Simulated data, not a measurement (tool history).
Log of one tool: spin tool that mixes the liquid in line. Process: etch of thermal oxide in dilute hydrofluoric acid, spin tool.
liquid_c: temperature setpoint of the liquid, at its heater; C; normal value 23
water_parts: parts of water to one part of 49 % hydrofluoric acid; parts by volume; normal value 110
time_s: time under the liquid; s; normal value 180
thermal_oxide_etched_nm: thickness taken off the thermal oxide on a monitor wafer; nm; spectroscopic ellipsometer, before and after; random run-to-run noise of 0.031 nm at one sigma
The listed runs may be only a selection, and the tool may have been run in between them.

| run | day | liquid_c | water_parts | time_s | read-back film thickness of the thermal oxide reference wafer, read on the same gauge (nm) | thermal_oxide_etched_nm |
|---|---|---|---|---|---|---|
| 1 | 0 | 23 | 110 | 180 | 129.99 | 9.01 |
| 2 | 0.771 | 23 | 110 | 180 | 130.02 | 9.06 |
| 3 | 1.704 | 23 | 110 | 180 | 130 | 9.1 |
| 4 | 4.979 | 23 | 150 | 180 | 130.01 | 6.32 |
| 5 | 5.712 | 23 | 150 | 180 | 130.02 | 6.39 |
| 6 | 6.288 | 21.5 | 75 | 180 | 130.02 | 12.94 |
| 7 | 6.825 | 21.5 | 75 | 180 | 130 | 13.01 |
| 8 | 8.233 | 21.5 | 75 | 180 | 129.98 | 13.05 |
| 9 | 9.075 | 24.5 | 110 | 120 | 129.97 | 6.4 |
| 10 | 9.821 | 23 | 110 | 180 | 130.01 | 9.06 |
| 11 | 11.95 | 21.5 | 150 | 90 | 130 | 3 |
|  | 12.446 | hydrofluoric acid flow meter replaced |
| 12 | 12.567 | 19 | 110 | 95 | 129.99 | 4.06 |
| 13 | 13.95 | 20.5 | 110 | 235 | 129.98 | 10.62 |
| 14 | 14.554 | 21.5 | 75 | 120 | 130.02 | 8.71 |
|  | 14.8 | thermometer replaced |
|  | 15.125 | gauge calibrated |
| 15 | 18.467 | 26.5 | 80 | 280 | 130.02 | 23.19 |
| 16 | 19.608 | 27 | 165 | 110 | 130 | 4.03 |
| 17 | 20.338 | 24.5 | 155 | 135 | 129.99 | 4.84 |
| 18 | 21.308 | 21.5 | 75 | 180 | 129.98 | 13.03 |
| 19 | 22.371 | 27.5 | 90 | 265 | 130 | 19.94 |

Give the tool's hidden conditions for every run:
liquid colder than its thermometer reads (K): 0 on each run
hydrofluoric acid flow below the setpoint (%): 0 on each run
gauge reads high (%): 0 on each run

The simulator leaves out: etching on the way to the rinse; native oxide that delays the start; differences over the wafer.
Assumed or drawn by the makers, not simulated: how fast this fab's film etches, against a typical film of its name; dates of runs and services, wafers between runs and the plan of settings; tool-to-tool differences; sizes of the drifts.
